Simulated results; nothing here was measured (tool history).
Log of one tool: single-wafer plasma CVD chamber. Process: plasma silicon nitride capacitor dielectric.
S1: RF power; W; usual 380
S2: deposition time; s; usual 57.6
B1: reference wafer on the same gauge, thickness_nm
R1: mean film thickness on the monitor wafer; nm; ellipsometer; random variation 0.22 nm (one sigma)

| run | hour | S1 | S2 | B1 | R1 |
|---|---|---|---|---|---|
| 1 | 0.0 | 380 | 57.6 | 81.966 | 78.588 |
| 2 | 66.9 | 380 | 57.6 | 81.976 | 78.047 |
| 3 | 93.5 | 380 | 57.6 | 81.971 | 78.597 |
| 4 | 122.6 | 380 | 57.6 | 81.997 | 78.055 |
| 5 | 212.1 | 380 | 57.6 | 81.989 | 78.359 |
| 6 | 244.4 | 340 | 53.3 | 82.030 | 70.449 |
| 7 | 277.9 | 340 | 53.3 | 82.035 | 71.138 |
| 8 | 309.0 | 360 | 57.6 | 82.055 | 77.229 |
| 9 | 352.9 | 360 | 57.6 | 82.055 | 77.025 |
| 10 | 383.8 | 360 | 57.6 | 81.991 | 76.969 |
| 11 | 429.0 | 380 | 57.6 | 82.042 | 78.083 |
| 12 | 494.3 | 380 | 63.1 | 81.920 | 85.863 |
| 13 | 559.2 | 380 | 63.1 | 81.963 | 86.199 |
| 14 | 589.6 | 380 | 63.1 | 82.009 | 85.731 |
| 15 | 620.6 | 350 | 60.2 | 82.013 | 80.390 |
| 16 | 653.1 | 350 | 60.2 | 82.052 | 81.223 |
| 17 | 712.9 | 380 | 57.6 | 81.971 | 78.568 |
| 18 | 772.3 | 380 | 57.6 | 81.896 | 78.783 |
| 19 | 829.7 | 380 | 57.6 | 81.959 | 78.469 |
| 20 | 856.5 | 355 | 47.6 | 82.019 | 64.708 |
| 21 | 888.0 | 335 | 57.6 | 82.021 | 77.426 |
| 22 | 918.8 | 380 | 57.6 | 81.985 | 79.001 |
| 23 | 959.0 | 405 | 68.0 | 81.961 | 93.282 |
| 24 | 1024.7 | 415 | 65.7 | 81.944 | 90.556 |
| 25 | 1093.6 | 380 | 57.6 | 82.005 | 78.974 |
| 26 | 1124.0 | 380 | 57.6 | 82.016 | 78.653 |
| 27 | 1175.5 | 355 | 53.9 | 82.057 | 72.740 |
| 28 | 1200.2 | 380 | 57.6 | 81.888 | 78.916 |
| 29 | 1250.9 | 380 | 57.6 | 81.945 | 78.594 |
| 30 | 1320.5 | 380 | 53.0 | 82.046 | 72.050 |
| 31 | 1354.9 | 380 | 57.6 | 81.935 | 78.832 |
| 32 | 1420.6 | 400 | 54.1 | 81.947 | 74.773 |
| 33 | 1482.4 | 315 | 62.1 | 82.020 | 83.572 |
| 34 | 1569.7 | 320 | 63.4 | 81.975 | 85.016 |
| 35 | 1630.7 | 405 | 50.6 | 82.041 | 69.955 |
| 36 | 1657.1 | 340 | 57.6 | 81.996 | 78.148 |
| 37 | 1681.8 | 455 | 52.7 | 82.016 | 74.080 |
| 38 | 1726.3 | 405 | 46.9 | 81.936 | 64.821 |

Taken out of this log: 3 entries between the listed runs. Where each belongs, and how the hidden state differs across it:
Between runs 15 and 16: showerhead replaced, of another model than before (hour 652.6)
  delivered RF power above the setpoint (%): -7.05 -> -7.11
  measured less the result without the state, R1: -1.256 -> -0.704 nm
Between runs 18 and 19: gauge calibrated (hour 811.7)
  delivered RF power above the setpoint (%): -7.32 -> -7.4
  measured less the result without the state, R1: -0.703 -> -0.708 nm
Between runs 30 and 31: RF generator calibrated (hour 1335.5)
  delivered RF power above the setpoint (%): -7.92 -> -1.14
  measured less the result without the state, R1: -0.696 -> -0.108 nm

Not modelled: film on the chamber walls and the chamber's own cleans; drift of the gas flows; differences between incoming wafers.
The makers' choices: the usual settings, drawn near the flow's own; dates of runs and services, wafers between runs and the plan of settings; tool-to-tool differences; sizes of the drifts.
